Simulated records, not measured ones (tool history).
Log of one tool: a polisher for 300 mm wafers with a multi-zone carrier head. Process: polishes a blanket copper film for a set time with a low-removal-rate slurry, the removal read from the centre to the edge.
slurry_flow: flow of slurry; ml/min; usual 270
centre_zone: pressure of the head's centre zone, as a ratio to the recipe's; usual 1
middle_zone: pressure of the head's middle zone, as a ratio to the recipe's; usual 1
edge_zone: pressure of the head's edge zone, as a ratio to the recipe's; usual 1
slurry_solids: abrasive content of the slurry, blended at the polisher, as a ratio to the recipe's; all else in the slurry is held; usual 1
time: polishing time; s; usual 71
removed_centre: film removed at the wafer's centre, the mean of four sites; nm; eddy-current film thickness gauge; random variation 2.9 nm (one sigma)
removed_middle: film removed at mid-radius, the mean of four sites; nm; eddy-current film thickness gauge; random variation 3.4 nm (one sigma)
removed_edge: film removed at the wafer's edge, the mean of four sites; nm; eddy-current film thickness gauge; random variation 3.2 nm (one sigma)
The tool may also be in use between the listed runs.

run	hour	slurry_flow	centre_zone	middle_zone	edge_zone	slurry_solids	time	wafers since the last listed run	wafers polished on this pad	hours since the slurry nozzle was cleaned	hours since the centre zone pressure was calibrated	hours since the edge zone pressure was calibrated	hours since the carrier head's membrane was replaced	incoming thickness of the incoming film, nm	removed_centre	removed_middle	removed_edge
1	0	270	1	1	1	1	71	0	641	384.8	987.9	907.5	1039.7	1424.1	240.3	261.8	267
2	19.7	270	1	1	1	1	71	235	877	404.5	1007.6	927.2	1059.4	1418.5	238.4	267.3	269
# hour 37.6: worn pad replaced by a new one
3	38.4	270	1	1	1	1	71	176	9	423.2	1026.3	945.9	1078.1	1418.1	236.1	269.6	259.3
4	59.9	270	0.96	1	1.05	1	71	257	266	444.7	1047.8	967.4	1099.6	1430.6	225.6	269.6	272.4
5	90.4	270	0.96	1	1.05	1	71	365	632	475.2	1078.3	997.9	1130.1	1404.8	229.2	269.8	271.8
6	107.1	270	0.96	1	1.05	1	71	200	832	491.9	1095	1014.6	1146.8	1435.6	224.8	266.5	272.4
7	126.9	270	0.92	1	1	1	71	237	1069	511.7	1114.8	1034.4	1166.6	1399	219.4	260	263
# hour 133.7: worn pad replaced by a new one
8	145.7	270	0.92	1	1	1	71	177	143	530.5	1133.6	1053.2	1185.4	1431.9	214.4	269.9	267.3
9	175.6	270	0.92	1	1	1	71	358	501	560.4	1163.5	1083.1	1215.3	1416.7	214.7	266.2	271.3
10	197.6	270	1	1	1.08	1.15	71	263	764	582.4	1185.5	1105.1	1237.3	1430.4	247.5	274	287.1
# hour 214.8: edge zone pressure recalibrated
# hour 216.4: slurry nozzle cleaned
11	220.3	270	1	1.04	1	1.25	71	235	1000	3.9	1208.2	5.5	1260	1406.1	248.7	291.3	271.7
# hour 231.4: worn pad replaced by a new one
12	255.6	270	1	0.97	1	1.2	95	374	289	39.2	1243.5	40.8	1295.3	1409.8	328.1	362.1	371.8
13	277.2	270	0.96	1	1.05	1	71	258	548	60.8	1265.1	62.4	1316.9	1441.1	227.1	261.7	272.8
# hour 290.5: carrier head's membrane replaced by a new one
14	292.2	270	1	1	1	1	71	119	668	75.8	1280.1	77.4	1.7	1393.2	236.9	266.3	266.9
15	327.5	215	1.1	1.11	1	1.15	71	422	1091	111.1	1315.4	112.7	37	1420.4	258.2	293	270.9
# hour 337.5: worn pad replaced by a new one
# hour 341.5: centre zone pressure recalibrated
16	362	270	1	1	1	1	71	341	269	145.6	20.5	147.2	71.5	1418.7	264.7	264.1	261.7

Forecast run 17:
17	389.6	270	0.93	1	1	1.2	58	330	600	173.2	48.1	174.8	99.1	1413.8	?	?	?

{"run 17": {"removed_centre": 208.8, "removed_middle": 223.5, "removed_edge": 226.5}}
Without the tool's hidden state the same run would have given removed_centre 208.9 nm, removed_middle 223.5 nm, removed_edge 226.5 nm.
